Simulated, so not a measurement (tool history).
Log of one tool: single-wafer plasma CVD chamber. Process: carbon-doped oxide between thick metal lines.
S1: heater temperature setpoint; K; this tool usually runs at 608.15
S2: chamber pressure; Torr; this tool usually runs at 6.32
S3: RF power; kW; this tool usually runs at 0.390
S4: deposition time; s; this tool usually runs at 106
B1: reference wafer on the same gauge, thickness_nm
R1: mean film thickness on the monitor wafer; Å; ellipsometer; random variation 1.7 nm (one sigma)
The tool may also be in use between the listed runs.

run     day      S1    S2     S3   S4       B1       R1
  1   0.000  608.15  6.32  0.390  111  521.823  5566.65
  2   1.521  608.15  6.32  0.390  111  521.586  5545.32
      3.083  -- thermocouple changed; heater temperature recalibrated
  3   3.567  608.15  6.32  0.390  111  521.882  5634.99
     13.112  -- RF generator calibrated
  4  13.554  608.15  6.32  0.390  106  522.023  5358.81
  5  17.729  608.15  6.32  0.390  106  521.563  5310.84
  6  19.804  608.15  6.32  0.420   92  521.845  4809.55
  7  24.033  616.15  7.00  0.325  112  522.068  5065.73
  8  28.075  622.15  5.23  0.390  106  522.232  5082.05
  9  30.617  608.15  5.21  0.390  126  522.073  6224.88
 10  32.146  597.15  5.30  0.325   91  522.093  4244.64
 11  35.100  608.15  4.76  0.345   85  522.123  3888.97
     38.825  -- showerhead replaced, of another model than before
 12  38.996  608.15  4.86  0.390   97  521.788  4834.42
 13  42.038  618.15  4.79  0.390  106  521.632  5115.98
 14  44.883  608.15  7.01  0.435   87  521.496  4807.66
     46.783  -- thermocouple changed; heater temperature recalibrated
     48.300  -- capacitance manometer re-zeroed and calibrated
 15  48.412  622.15  6.32  0.390  106  522.015  5179.03
 16  50.071  618.15  7.82  0.335  106  522.028  4597.60
     53.108  -- gauge calibrated
 17  54.642  608.15  6.32  0.390  106  522.120  5354.12
 18  56.779  616.15  6.72  0.355  127  521.797  5775.69
 19  59.500  608.15  7.28  0.365   90  522.082  4311.66
 20  61.317  608.15  5.32  0.320  106  522.115  4416.38
 21  65.675  608.15  7.39  0.390  106  522.183  5376.15
 22  68.592  617.15  6.32  0.315  106  522.084  4311.70
 23  71.279  597.15  5.30  0.325   91  522.252  3949.51
 24  73.550  600.15  6.95  0.320  106  521.791  4544.71
 25  76.692  608.15  6.32  0.390   86  522.339  4320.37
 26  79.217  618.15  7.82  0.335  106  521.566  4565.34
 27  81.300  608.15  6.32  0.390  106  522.277  5308.47
     81.938  -- RF generator calibrated
 28  85.704  608.15  6.32  0.390  106  522.183  5309.10

Each run again, without the hidden state but with its own random variation kept:
Hidden state present: wafer temperature above the value expected at the setpoint (K); delivered RF power above the setpoint (%); true pressure above the setpoint (%); gauge reads high (%).
run       R1
  1  5624.07
  2  5607.40
  3  5632.93
  4  5361.17
  5  5317.28
  6  4817.68
  7  5078.94
  8  5101.29
  9  6257.33
 10  4272.18
 11  3916.89
 12  4878.53
 13  5165.95
 14  4867.71
 15  5175.45
 16  4594.63
 17  5352.31
 18  5775.39
 19  4313.37
 20  4419.75
 21  5386.01
 22  4322.30
 23  3965.39
 24  4567.10
 25  4345.39
 26  4594.04
 27  5350.80
 28  5364.07
